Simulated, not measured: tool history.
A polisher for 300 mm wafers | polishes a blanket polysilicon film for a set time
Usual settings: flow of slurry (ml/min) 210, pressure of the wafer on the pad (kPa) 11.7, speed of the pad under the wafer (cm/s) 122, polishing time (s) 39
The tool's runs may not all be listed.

run	day	flow of slurry (ml/min)	pressure of the wafer on the pad (kPa)	speed of the pad under the wafer (cm/s)	polishing time (s)	incoming thickness of the incoming film, nm	film removed (nm)
1	0	260	11.7	122	39	1822.1	221.4
# day 1.496: worn pad replaced by a new one
2	1.696	260	11.7	122	39	1784.9	218.8
3	2.321	260	11.7	122	39	1810.1	214.1
4	2.854	210	11.7	122	39	1810	209.1
5	3.146	210	11.7	122	39	1807.4	207.1
6	3.421	210	11.7	122	39	1843.6	212.4
7	4.167	210	11.7	122	39	1816.2	206.1
8	4.917	210	11.7	122	39	1833.3	211
# day 5.129: worn pad replaced by a new one
9	5.338	210	11.7	122	39	1801.8	206.7
10	5.988	210	10.3	122	39	1805.1	181.8
# day 6.188: head pressure recalibrated
11	6.667	210	11.7	122	39	1826.3	207.8
12	7.1	230	11.7	152	27	1829.7	173.4
13	7.521	210	11.7	122	39	1831.8	208.5
# day 7.917: slurry nozzle cleaned
14	8.004	245	11.7	122	39	1846.1	225.4
15	8.729	210	11.7	146	33	1818.1	211.6
# day 9.421: worn pad replaced by a new one
16	9.479	210	13.1	142	30	1811.1	214.9
17	10.121	210	11.7	152	47	1786.4	319.4
18	10.721	210	11.7	122	53	1797.2	293.2
19	11.446	270	11.7	122	32	1794.1	186.6

Forecast each of these 5 alternatives for the next run:
A	11.462	210	11.7	122	39	1827.5	?
B	11.462	210	11.7	82	50	1827.5	?
C	11.462	165	9	122	48	1827.5	?
D	11.462	210	11.7	122	48	1827.5	?
E	11.462	145	9.7	122	39	1827.5	?

run	film removed (nm)
A	217
B	202.1
C	196.5
D	267.1
E	167.7
Without the tool's hidden state the same runs would have given:
run	film removed (nm)
A	220.6
B	205.4
C	200.6
D	271.5
E	171.6

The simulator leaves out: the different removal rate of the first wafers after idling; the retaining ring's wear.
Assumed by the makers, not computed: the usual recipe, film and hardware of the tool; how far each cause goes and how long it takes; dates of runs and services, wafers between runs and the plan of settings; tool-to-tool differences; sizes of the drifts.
